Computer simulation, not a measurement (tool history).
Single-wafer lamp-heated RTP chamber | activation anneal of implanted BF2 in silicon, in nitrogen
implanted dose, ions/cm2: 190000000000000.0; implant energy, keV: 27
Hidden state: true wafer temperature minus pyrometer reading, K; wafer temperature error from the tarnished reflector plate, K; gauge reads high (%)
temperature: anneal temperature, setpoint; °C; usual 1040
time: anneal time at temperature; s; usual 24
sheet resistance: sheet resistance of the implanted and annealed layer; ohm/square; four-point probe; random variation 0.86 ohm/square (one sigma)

run     day  temperature  time  wafers since the last listed run  wafers since the last pyrometer calibration  wafers since the reflector plate was cleaned  hours since the gauge calibration  read-back reference wafer on the same gauge, sheet resistance  sheet resistance
  1       0         1040    24                                 0                                          459                                          6457                             1175.1                                                         537.59             574.9
      0.208  -- gauge calibrated
  2   3.512         1040    24                               834                                         1293                                          7292                               79.3                                                         532.28            573.02
  3   6.092         1040    24                               612                                         1906                                          7905                              141.2                                                         532.49            573.07
  4  10.017         1040    24                               932                                         2839                                          8837                              235.4                                                         532.85            571.47
  5  12.979         1040    24                               703                                         3543                                          9541                              306.5                                                         532.98            573.39
  6  15.304         1040    14                               552                                         4095                                         10094                              362.3                                                         533.49            575.78
  7  17.771         1040    14                               586                                         4682                                         10680                              421.5                                                         534.04            578.35
  8  21.921         1040    14                               986                                         5668                                         11666                              521.1                                                         534.59            578.32
  9  23.492         1040    24                               373                                         6041                                         12039                              558.8                                                          534.4             572.9
     25.838  -- reflector plate cleaned
     33.279  -- pyrometer window cleaned and pyrometer calibrated
 10  35.246         1040    24                              2634                                          467                                          2156                              840.9                                                         535.75             575.9
 11  38.996         1040    24                               891                                         1358                                          3047                              930.9                                                         535.98            574.61
 12  41.662         1068    29                               633                                         1992                                          3681                              994.9                                                         536.39            566.18
 13  45.221         1040    24                               845                                         2837                                          4526                             1080.3                                                         537.03            575.03
 14  48.942         1040    24                               884                                         3721                                          5410                             1169.6                                                         537.23            575.77
     50.558  -- gauge calibrated
 15  50.629         1018    24                               400                                         4122                                          5811                                1.7                                                         532.26            573.61
 16  52.279         1028    24                               392                                         4514                                          6203                               41.3                                                         532.22            572.75
 17  54.062         1040    36                               423                                         4938                                          6627                               84.1                                                         532.53            565.76
 18  57.425         1040    24                               799                                         5737                                          7426                              164.8                                                         533.11            569.98
 19    59.5         1016    13                               493                                         6230                                          7919                              214.6                                                         533.02            579.35
 20  62.788         1052    24                               781                                         7011                                          8701                              293.5                                                          533.5            570.56
 21  66.075         1068    17                               781                                         7793                                          9482                              372.4                                                          533.9            571.48
 22  68.262         1022    14                               519                                         8312                                         10001                              424.9                                                         534.25            580.04
 23  70.483         1010    24                               527                                         8840                                         10529                              478.2                                                         534.35            577.83

3 ways to go on from here, each from the tool as it stands after run 23. What would each give?
  A  70.5         1011    24                                 3                                         8844                                         10533                              478.6                                                              ?                 ?
  B  70.5         1014    24                                 3                                         8844                                         10533                              478.6                                                              ?                 ?
  C  70.5         1024    16                                 3                                         8844                                         10533                              478.6                                                              ?                 ?

run  read-back reference wafer on the same gauge, sheet resistance  sheet resistance
  A                                                         534.14             577.2
  B                                                         534.14            576.79
  C                                                         534.14            578.35
Without the tool's hidden state the same runs would have given:
run  sheet resistance
  A            575.75
  B            575.34
  C             576.9
